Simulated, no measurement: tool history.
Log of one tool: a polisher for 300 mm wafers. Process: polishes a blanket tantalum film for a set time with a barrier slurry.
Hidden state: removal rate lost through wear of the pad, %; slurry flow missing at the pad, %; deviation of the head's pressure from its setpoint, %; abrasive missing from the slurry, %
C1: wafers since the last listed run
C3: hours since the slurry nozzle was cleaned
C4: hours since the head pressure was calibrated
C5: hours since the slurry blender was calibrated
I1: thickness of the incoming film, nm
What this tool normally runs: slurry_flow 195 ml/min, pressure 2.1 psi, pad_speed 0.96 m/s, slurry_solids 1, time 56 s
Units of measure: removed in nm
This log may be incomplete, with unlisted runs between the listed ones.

run 1 day=0 | slurry_flow=195 pressure=2.1 pad_speed=0.96 slurry_solids=1 time=56 | C1=0 wafers_polished_on_this_pad=473 C3=483.6 C4=22.9 C5=113.6 | I1=269.9 | removed=61.6
run 2 day=1.179 | slurry_flow=195 pressure=2.1 pad_speed=0.96 slurry_solids=1 time=56 | C1=186 wafers_polished_on_this_pad=660 C3=511.9 C4=51.2 C5=141.9 | I1=270 | removed=61.5
run 3 day=2.062 | slurry_flow=195 pressure=2.1 pad_speed=0.96 slurry_solids=1 time=56 | C1=139 wafers_polished_on_this_pad=800 C3=533.1 C4=72.4 C5=163.1 | I1=271.5 | removed=60.8
-- day=2.471 slurry blender recalibrated, repeated, since the last time left the tool worse
run 4 day=2.742 | slurry_flow=195 pressure=2.1 pad_speed=0.96 slurry_solids=1 time=56 | C1=94 wafers_polished_on_this_pad=894 C3=549.4 C4=88.7 C5=6.5 | I1=270.8 | removed=77.9
run 5 day=3.808 | slurry_flow=195 pressure=2.1 pad_speed=0.96 slurry_solids=1 time=56 | C1=168 wafers_polished_on_this_pad=1063 C3=575 C4=114.3 C5=32.1 | I1=266.3 | removed=75.3
-- day=4.675 worn pad replaced by a new one
run 6 day=4.779 | slurry_flow=195 pressure=2.1 pad_speed=0.96 slurry_solids=1 time=56 | C1=127 wafers_polished_on_this_pad=16 C3=598.3 C4=137.6 C5=55.4 | I1=269.6 | removed=74.3
run 7 day=5.708 | slurry_flow=195 pressure=2.1 pad_speed=0.96 slurry_solids=1 time=56 | C1=147 wafers_polished_on_this_pad=163 C3=620.6 C4=159.9 C5=77.7 | I1=265.2 | removed=74
run 8 day=6.562 | slurry_flow=195 pressure=2.1 pad_speed=0.96 slurry_solids=1 time=56 | C1=135 wafers_polished_on_this_pad=299 C3=641.1 C4=180.4 C5=98.2 | I1=266.8 | removed=72.6
run 9 day=7.521 | slurry_flow=195 pressure=2.1 pad_speed=0.76 slurry_solids=1 time=43 | C1=151 wafers_polished_on_this_pad=451 C3=664.1 C4=203.4 C5=121.2 | I1=272.7 | removed=44.2
run 10 day=8.558 | slurry_flow=245 pressure=2.1 pad_speed=0.82 slurry_solids=0.8 time=44 | C1=164 wafers_polished_on_this_pad=615 C3=689 C4=228.3 C5=146.1 | I1=274 | removed=45.7
run 11 day=9.892 | slurry_flow=220 pressure=1.4 pad_speed=0.96 slurry_solids=1 time=56 | C1=211 wafers_polished_on_this_pad=826 C3=721 C4=260.3 C5=178.1 | I1=271.3 | removed=55.8
-- day=10.479 slurry blender recalibrated
run 12 day=10.604 | slurry_flow=195 pressure=2.1 pad_speed=1.1 slurry_solids=1 time=56 | C1=99 wafers_polished_on_this_pad=926 C3=738.1 C4=277.4 C5=3 | I1=270.8 | removed=88.9
run 13 day=11.558 | slurry_flow=195 pressure=2.1 pad_speed=0.74 slurry_solids=1 time=63 | C1=151 wafers_polished_on_this_pad=1077 C3=761 C4=300.3 C5=25.9 | I1=276.1 | removed=66.2
run 14 day=12.8 | slurry_flow=230 pressure=2.1 pad_speed=1.12 slurry_solids=1.2 time=36 | C1=196 wafers_polished_on_this_pad=1274 C3=790.8 C4=330.1 C5=55.7 | I1=265.8 | removed=60.4
-- day=13.575 slurry nozzle cleaned
-- day=14.412 worn pad replaced by a new one
run 15 day=14.433 | slurry_flow=195 pressure=2.1 pad_speed=0.96 slurry_solids=1 time=56 | C1=225 wafers_polished_on_this_pad=3 C3=20.6 C4=369.3 C5=94.9 | I1=265.8 | removed=73.7
run 16 day=15.75 | slurry_flow=215 pressure=1.8 pad_speed=1.26 slurry_solids=0.8 time=56 | C1=208 wafers_polished_on_this_pad=211 C3=52.2 C4=400.9 C5=126.5 | I1=268.6 | removed=79.8
run 17 day=16.504 | slurry_flow=230 pressure=2.1 pad_speed=1.12 slurry_solids=1.2 time=36 | C1=119 wafers_polished_on_this_pad=331 C3=70.3 C4=419 C5=144.6 | I1=268.7 | removed=59.3
run 18 day=17.121 | slurry_flow=195 pressure=1.7 pad_speed=0.96 slurry_solids=1 time=56 | C1=97 wafers_polished_on_this_pad=429 C3=85.1 C4=433.8 C5=159.4 | I1=272.9 | removed=62.4
run 19 day=17.675 | slurry_flow=195 pressure=2.1 pad_speed=0.96 slurry_solids=0.85 time=41 | C1=87 wafers_polished_on_this_pad=516 C3=98.4 C4=447.1 C5=172.7 | I1=271.8 | removed=50.3
run 20 day=18.479 | slurry_flow=145 pressure=2.7 pad_speed=1.26 slurry_solids=0.8 time=56 | C1=127 wafers_polished_on_this_pad=644 C3=117.7 C4=466.4 C5=192 | I1=269.9 | removed=101.7
-- day=19.121 slurry blender recalibrated
run 21 day=19.175 | slurry_flow=195 pressure=2.1 pad_speed=0.96 slurry_solids=1 time=56 | C1=97 wafers_polished_on_this_pad=741 C3=134.4 C4=483.1 C5=1.3 | I1=267.5 | removed=77
run 22 day=19.992 | slurry_flow=150 pressure=2.1 pad_speed=0.96 slurry_solids=1 time=56 | C1=129 wafers_polished_on_this_pad=870 C3=154 C4=502.7 C5=20.9 | I1=270.4 | removed=72.7
run 23 day=20.75 | slurry_flow=195 pressure=1.9 pad_speed=1.16 slurry_solids=1 time=74 | C1=120 wafers_polished_on_this_pad=990 C3=172.2 C4=520.9 C5=39.1 | I1=270.6 | removed=112
run 24 day=21.362 | slurry_flow=155 pressure=2.1 pad_speed=0.86 slurry_solids=0.85 time=65 | C1=97 wafers_polished_on_this_pad=1087 C3=186.9 C4=535.6 C5=53.8 | I1=272.2 | removed=70.7
-- day=22.083 worn pad replaced by a new one
run 25 day=22.104 | slurry_flow=195 pressure=2.1 pad_speed=1.2 slurry_solids=1 time=46 | C1=91 wafers_polished_on_this_pad=3 C3=204.7 C4=553.4 C5=71.6 | I1=272.5 | removed=75.9
run 26 day=22.992 | slurry_flow=195 pressure=2.1 pad_speed=1.1 slurry_solids=1 time=56 | C1=140 wafers_polished_on_this_pad=144 C3=226 C4=574.7 C5=92.9 | I1=272.6 | removed=83.2
run 27 day=24.433 | slurry_flow=230 pressure=2.1 pad_speed=0.62 slurry_solids=1 time=56 | C1=228 wafers_polished_on_this_pad=372 C3=260.6 C4=609.3 C5=127.5 | I1=272.4 | removed=48.1
run 28 day=25.088 | slurry_flow=195 pressure=1.8 pad_speed=1.18 slurry_solids=1 time=70 | C1=103 wafers_polished_on_this_pad=476 C3=276.3 C4=625 C5=143.2 | I1=271.8 | removed=99.4
run 29 day=26.062 | slurry_flow=195 pressure=1.5 pad_speed=0.96 slurry_solids=1 time=56 | C1=154 wafers_polished_on_this_pad=630 C3=299.7 C4=648.4 C5=166.6 | I1=266.8 | removed=56.8

What will run 30 give?
run 30 day=26.579 | slurry_flow=135 pressure=2.1 pad_speed=0.96 slurry_solids=1 time=56 | C1=81 wafers_polished_on_this_pad=712 C3=312.1 C4=660.8 C5=179 | I1=273.7 | removed=?

{"run 30": {"removed": 69.3}}
Take away the tool's hidden state, keep the run-to-run variation as it was, and the same run would have given removed 74.8 nm.

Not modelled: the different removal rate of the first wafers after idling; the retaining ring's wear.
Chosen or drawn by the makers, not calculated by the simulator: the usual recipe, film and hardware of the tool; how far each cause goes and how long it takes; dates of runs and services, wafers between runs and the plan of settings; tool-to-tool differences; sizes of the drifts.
